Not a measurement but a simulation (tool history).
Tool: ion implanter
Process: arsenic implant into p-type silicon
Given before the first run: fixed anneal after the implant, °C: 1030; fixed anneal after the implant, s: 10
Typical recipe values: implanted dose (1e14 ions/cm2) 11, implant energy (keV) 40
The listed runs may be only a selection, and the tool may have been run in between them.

run    hour  implanted dose (1e14 ions/cm2)  implant energy (keV)  wafers since the last listed run  hours since the last dose calibration  hours since the extraction supply was calibrated  hours since the gauge calibration  read-back reference wafer on the same gauge, sheet resistance  sheet resistance of the implanted and annealed layer (ohm/square)
  1       0                           11.83                    40                                 0                                  487.4                                            1213.1                             2292.1                                                         104.94                                                              89.05
  2    55.1                            12.3                    40                              1343                                  542.5                                            1268.2                             2347.2                                                         104.91                                                              86.51
  3   102.1                            12.3                    40                              1146                                  589.5                                            1315.2                             2394.2                                                          104.9                                                              87.02
  4   139.6                              11                    40                               914                                    627                                            1352.7                             2431.7                                                         104.85                                                              93.34
  5   178.3                              11                    40                               943                                  665.7                                            1391.4                             2470.4                                                         104.97                                                              93.19
  6   220.7                              11                    40                              1034                                  708.1                                            1433.8                             2512.8                                                         104.93                                                              92.86
  7   309.3                              11                    40                              2160                                  796.7                                            1522.4                             2601.4                                                         104.86                                                              92.67
  8   376.8                              11                    40                              1646                                  864.2                                            1589.9                             2668.9                                                         104.91                                                              92.35
  9   484.6                              11                    40                              2628                                    972                                            1697.7                             2776.7                                                         104.99                                                              92.66
 10   555.6                              11                    40                              1731                                   1043                                            1768.7                             2847.7                                                         104.93                                                              92.55
 11   658.7                              11                  35.5                              2514                                 1146.1                                            1871.8                             2950.8                                                         104.89                                                              94.98
 12   733.5                              11                    40                              1824                                 1220.9                                            1946.6                             3025.6                                                         104.86                                                               92.5
 13   780.1                              11                    45                              1136                                 1267.5                                            1993.2                             3072.2                                                         104.94                                                              89.74
 14   842.3                              11                    45                              1516                                 1329.7                                            2055.4                             3134.4                                                         104.81                                                              89.84
 15   912.4                           12.06                  50.5                              1709                                 1399.8                                            2125.5                             3204.5                                                         104.94                                                              82.91
 16  1018.4                           14.01                    32                              2585                                 1505.8                                            2231.5                             3310.5                                                            105                                                              86.08
 17  1109.5                              11                    40                              2221                                 1596.9                                            2322.6                             3401.6                                                         104.89                                                              92.23
 18  1182.2                            8.27                    35                              1772                                 1669.6                                            2395.3                             3474.3                                                         104.88                                                             114.21
 19  1268.2                           13.47                  47.5                              2097                                 1755.6                                            2481.3                             3560.3                                                         105.04                                                              78.78
 20  1322.7                              11                    40                              1329                                 1810.1                                            2535.8                             3614.8                                                         104.94                                                              91.81
 21  1386.3                              11                    35                              1551                                 1873.7                                            2599.4                             3678.4                                                         104.92                                                              95.42
 22  1490.6                           13.92                    40                              2543                                   1978                                            2703.7                             3782.7                                                         104.85                                                              80.83
     1501.5  -- extraction supply calibrated
 23  1596.2                              11                    45                              2380                                 2083.6                                              94.7                             3888.3                                                         104.89                                                              89.28
     1740.5  -- gauge calibrated
     1783.2  -- Faraday cup replaced and dose calibrated
 24  1883.5                              11                    40                              6811                                  100.3                                               382                                143                                                          104.9                                                              93.12
 25  1962.2                            9.34                    27                              1919                                    179                                             460.7                              221.7                                                         104.82                                                              113.5
 26  2066.8                            8.68                  32.5                              2550                                  283.6                                             565.3                              326.3                                                         104.86                                                             113.41
 27  2154.9                              11                    40                              2148                                  371.7                                             653.4                              414.4                                                         105.04                                                              92.62
 28  2232.3                           13.31                    29                              1887                                  449.1                                             730.8                              491.8                                                         104.92                                                              91.06
 29  2269.2                            9.73                  43.5                               899                                    486                                             767.7                              528.7                                                         104.79                                                               99.1
 30  2373.7                            9.83                    40                              2548                                  590.5                                             872.2                              633.2                                                         104.92                                                              99.85
 31  2594.4                           12.73                    40                              5382                                  811.2                                            1092.9                              853.9                                                         104.92                                                              85.33
 32  2695.1                           14.06                    49                              2455                                  911.9                                            1193.6                              954.6                                                         104.92                                                              76.61
 33  2784.2                              11                    40                              2172                                   1001                                            1282.7                             1043.7                                                         104.93                                                               92.1
 34  2824.9                            9.34                    27                               992                                 1041.7                                            1323.4                             1084.4                                                         104.95                                                             111.19
 35  2908.3                           12.59                  35.5                              2033                                 1125.1                                            1406.8                             1167.8                                                         104.91                                                              88.43
 36  3000.5                           12.39                    35                              2248                                 1217.3                                              1499                               1260                                                         104.84                                                              89.29
 37  3075.6                           13.14                  34.5                              1831                                 1292.4                                            1574.1                             1335.1                                                         104.94                                                              86.76

Some steps in sheet resistance of the implanted and annealed layer (ohm/square), run to run, broken into two amounts with sign: the step expected even without the hidden condition (settings, incoming material, random variation), and the rest, left for the hidden condition together with whatever gauge scatter is not in both the measured and the hidden-condition-free result:
Hidden conditions of the tool in this case: deviation of the true dose from the Faraday cup's reading, %; deviation of the true energy from its setpoint, %; gauge reads high (%).
Run 17 -> 18: implanted dose (1e14 ions/cm2) 11 -> 8.27, implant energy (keV) 40 -> 35. sheet resistance of the implanted and annealed layer (ohm/square) +21.98: hidden state -0.57, all else +22.55.
Run 18 -> 19: implanted dose (1e14 ions/cm2) 8.27 -> 13.47, implant energy (keV) 35 -> 47.5. sheet resistance of the implanted and annealed layer (ohm/square) -35.43: hidden state +0.72, all else -36.15.
Run 23 -> 24: implant energy (keV) 45 -> 40, gauge calibrated, Faraday cup replaced and dose calibrated. sheet resistance of the implanted and annealed layer (ohm/square) +3.84: hidden state +1.7, all else +2.14.
Run 34 -> 35: implanted dose (1e14 ions/cm2) 9.34 -> 12.59, implant energy (keV) 27 -> 35.5. sheet resistance of the implanted and annealed layer (ohm/square) -22.76: hidden state +0.23, all else -22.99.
